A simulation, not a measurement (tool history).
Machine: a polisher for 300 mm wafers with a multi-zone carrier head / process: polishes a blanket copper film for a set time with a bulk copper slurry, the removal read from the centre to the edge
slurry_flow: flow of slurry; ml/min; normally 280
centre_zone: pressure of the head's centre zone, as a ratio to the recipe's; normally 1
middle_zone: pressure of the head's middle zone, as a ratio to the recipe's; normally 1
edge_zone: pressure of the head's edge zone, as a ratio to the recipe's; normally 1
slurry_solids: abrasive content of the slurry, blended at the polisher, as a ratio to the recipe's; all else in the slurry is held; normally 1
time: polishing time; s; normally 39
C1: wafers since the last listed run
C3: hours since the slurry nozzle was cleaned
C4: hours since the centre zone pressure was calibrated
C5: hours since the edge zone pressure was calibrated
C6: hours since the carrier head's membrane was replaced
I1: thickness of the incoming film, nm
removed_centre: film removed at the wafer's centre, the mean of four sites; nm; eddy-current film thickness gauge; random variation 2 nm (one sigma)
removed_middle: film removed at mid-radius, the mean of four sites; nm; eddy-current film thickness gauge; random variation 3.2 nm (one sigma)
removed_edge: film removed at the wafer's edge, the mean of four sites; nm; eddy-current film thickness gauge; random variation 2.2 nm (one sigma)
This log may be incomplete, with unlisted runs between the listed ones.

Run 1, hour 0: usual settings; C1 0; wafers polished on this pad 872; C3 63.6; C4 826.8; C5 165.2; C6 539.6; I1 3673.5. Result: removed_centre 288.2 nm, removed_middle 287.5 nm, removed_edge 284.2 nm.
Run 2, hour 64.6: usual settings; C1 736; wafers polished on this pad 1608; C3 128.2; C4 891.4; C5 229.8; C6 604.2; I1 3686.8. Result: removed_centre 287.6 nm, removed_middle 291.8 nm, removed_edge 284.5 nm.
Run 3, hour 89: usual settings but centre_zone 1.05, middle_zone 0.97; C1 277; wafers polished on this pad 1886; C3 152.6; C4 915.8; C5 254.2; C6 628.6; I1 3707.7. Result: removed_centre 301.8 nm, removed_middle 283.8 nm, removed_edge 289.1 nm.
Run 4, hour 136.6: usual settings but slurry_solids 0.9, time 45 s; C1 542; wafers polished on this pad 2428; C3 200.2; C4 963.4; C5 301.8; C6 676.2; I1 3753.3. Result: removed_centre 325.1 nm, removed_middle 324.2 nm, removed_edge 324.3 nm.
At hour 142.2: carrier head's membrane replaced by a new one.
At hour 182.6: centre zone pressure recalibrated.
Run 5, hour 187.4: usual settings; C1 499; wafers polished on this pad 2927; C3 251; C4 4.8; C5 352.6; C6 45.2; I1 3638.6. Result: removed_centre 290.2 nm, removed_middle 294.2 nm, removed_edge 285.2 nm.
At hour 213.4: edge zone pressure recalibrated.
Run 6, hour 217.9: usual settings but centre_zone 1.04, edge_zone 1.12, slurry_solids 0.75; C1 324; wafers polished on this pad 3252; C3 281.5; C4 35.3; C5 4.5; C6 75.7; I1 3777.7. Result: removed_centre 287 nm, removed_middle 275.8 nm, removed_edge 284.7 nm.
Run 7, hour 261.6: usual settings but centre_zone 1.05, slurry_solids 0.9, time 50 s; C1 497; wafers polished on this pad 3750; C3 325.2; C4 79; C5 48.2; C6 119.4; I1 3774.6. Result: removed_centre 381.5 nm, removed_middle 361.2 nm, removed_edge 358.8 nm.
At hour 310.9: worn pad replaced by a new one.
Run 8, hour 325.1: usual settings but middle_zone 1.07, time 31 s; C1 677; wafers polished on this pad 161; C3 388.7; C4 142.5; C5 111.7; C6 182.9; I1 3706.9. Result: removed_centre 229 nm, removed_middle 242.1 nm, removed_edge 225.4 nm.
Run 9, hour 373: usual settings but middle_zone 0.92; C1 545; wafers polished on this pad 707; C3 436.6; C4 190.4; C5 159.6; C6 230.8; I1 3730.5. Result: removed_centre 289 nm, removed_middle 274.7 nm, removed_edge 286.6 nm.
Run 10, hour 421.1: usual settings; C1 548; wafers polished on this pad 1255; C3 484.7; C4 238.5; C5 207.7; C6 278.9; I1 3766.1. Result: removed_centre 287.2 nm, removed_middle 290.3 nm, removed_edge 284.2 nm.
Run 11, hour 461.6: usual settings but slurry_flow 250 ml/min, time 31 s; C1 461; wafers polished on this pad 1716; C3 525.2; C4 279; C5 248.2; C6 319.4; I1 3709.6. Result: removed_centre 227.1 nm, removed_middle 228 nm, removed_edge 226.5 nm.
At hour 499.3: slurry nozzle cleaned.
Run 12, hour 524: usual settings; C1 699; wafers polished on this pad 2416; C3 24.7; C4 341.4; C5 310.6; C6 381.8; I1 3702.3. Result: removed_centre 287.5 nm, removed_middle 292.6 nm, removed_edge 289.1 nm.
At hour 568.9: edge zone pressure recalibrated.
Run 13, hour 569.4: usual settings but slurry_flow 230 ml/min; C1 494; wafers polished on this pad 2910; C3 70.1; C4 386.8; C5 0.5; C6 427.2; I1 3693.5. Result: removed_centre 281.4 nm, removed_middle 282.5 nm, removed_edge 280 nm.
Run 14, hour 623.4: usual settings but slurry_flow 250 ml/min, centre_zone 1.05, slurry_solids 1.1; C1 615; wafers polished on this pad 3525; C3 124.1; C4 440.8; C5 54.5; C6 481.2; I1 3691.3. Result: removed_centre 304.8 nm, removed_middle 287.5 nm, removed_edge 287.6 nm.
At hour 659.8: worn pad replaced by a new one.
Run 15, hour 689.1: usual settings; C1 702; wafers polished on this pad 333; C3 189.8; C4 506.5; C5 120.2; C6 546.9; I1 3655.2. Result: removed_centre 287.8 nm, removed_middle 286.5 nm, removed_edge 287.4 nm.

What will run 16 give?
Run 16, hour 723.6: usual settings but centre_zone 1.06, middle_zone 1.08, time 47 s; C1 393; wafers polished on this pad 726; C3 224.3; C4 541; C5 154.7; C6 581.4; I1 3753.3. Result: removed_centre ?, removed_middle ?, removed_edge ?.

For run 16 the tool returned removed_centre 372.3 nm, removed_middle 371 nm, removed_edge 346.5 nm.
With the hidden condition absent and the run-to-run variation left alone, this run would have shown removed_centre 372.3 nm, removed_middle 371 nm, removed_edge 346.5 nm.
